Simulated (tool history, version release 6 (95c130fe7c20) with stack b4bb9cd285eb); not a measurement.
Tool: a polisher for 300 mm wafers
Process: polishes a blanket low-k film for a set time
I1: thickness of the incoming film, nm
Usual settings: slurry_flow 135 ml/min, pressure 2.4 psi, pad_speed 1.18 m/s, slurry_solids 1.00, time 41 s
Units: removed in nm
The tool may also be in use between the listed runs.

run 1 hour=0.0 | slurry_flow=135 pressure=2.2 pad_speed=1.18 slurry_solids=1.00 time=36 | I1=502.6 | removed=14.5
run 2 hour=9.6 | slurry_flow=135 pressure=2.4 pad_speed=1.18 slurry_solids=1.00 time=41 | I1=516.2 | removed=16.9
run 3 hour=21.7 | slurry_flow=135 pressure=2.4 pad_speed=1.18 slurry_solids=1.00 time=41 | I1=501.1 | removed=16.7
run 4 hour=35.7 | slurry_flow=100 pressure=2.4 pad_speed=1.18 slurry_solids=1.00 time=41 | I1=508.1 | removed=16.2
run 5 hour=45.1 | slurry_flow=100 pressure=2.4 pad_speed=1.18 slurry_solids=1.00 time=41 | I1=507.9 | removed=16.5
run 6 hour=62.1 | slurry_flow=135 pressure=2.4 pad_speed=1.18 slurry_solids=1.00 time=41 | I1=509.0 | removed=16.6
-- hour=94.2 worn pad replaced by a new one
run 7 hour=100.0 | slurry_flow=135 pressure=2.4 pad_speed=1.18 slurry_solids=1.00 time=41 | I1=502.2 | removed=16.6
run 8 hour=107.0 | slurry_flow=135 pressure=2.4 pad_speed=1.18 slurry_solids=1.00 time=41 | I1=504.0 | removed=16.8
run 9 hour=124.7 | slurry_flow=135 pressure=2.4 pad_speed=1.18 slurry_solids=1.00 time=41 | I1=500.6 | removed=16.5
-- hour=130.6 slurry blender recalibrated
run 10 hour=140.9 | slurry_flow=105 pressure=2.4 pad_speed=1.18 slurry_solids=1.00 time=31 | I1=513.3 | removed=12.3
run 11 hour=157.5 | slurry_flow=105 pressure=2.4 pad_speed=1.18 slurry_solids=1.00 time=31 | I1=506.7 | removed=12.0
run 12 hour=172.4 | slurry_flow=105 pressure=2.4 pad_speed=1.18 slurry_solids=1.00 time=31 | I1=513.6 | removed=12.1
run 13 hour=192.2 | slurry_flow=135 pressure=2.4 pad_speed=1.18 slurry_solids=1.00 time=41 | I1=510.3 | removed=16.6
-- hour=202.0 worn pad replaced by a new one
run 14 hour=202.5 | slurry_flow=150 pressure=2.4 pad_speed=1.18 slurry_solids=1.15 time=41 | I1=511.9 | removed=17.4
run 15 hour=221.7 | slurry_flow=135 pressure=2.4 pad_speed=1.18 slurry_solids=1.00 time=41 | I1=509.0 | removed=16.1
run 16 hour=246.5 | slurry_flow=115 pressure=2.4 pad_speed=1.18 slurry_solids=1.00 time=41 | I1=514.9 | removed=15.9
run 17 hour=261.0 | slurry_flow=135 pressure=2.4 pad_speed=1.18 slurry_solids=1.00 time=41 | I1=519.0 | removed=16.4

Run 18 comes next. What will it give?
run 18 hour=269.4 | slurry_flow=105 pressure=2.9 pad_speed=1.18 slurry_solids=1.00 time=52 | I1=498.6 | removed=?

removed: 22.1 nm
Without the tool's hidden state the same run would have given removed 28.1 nm.

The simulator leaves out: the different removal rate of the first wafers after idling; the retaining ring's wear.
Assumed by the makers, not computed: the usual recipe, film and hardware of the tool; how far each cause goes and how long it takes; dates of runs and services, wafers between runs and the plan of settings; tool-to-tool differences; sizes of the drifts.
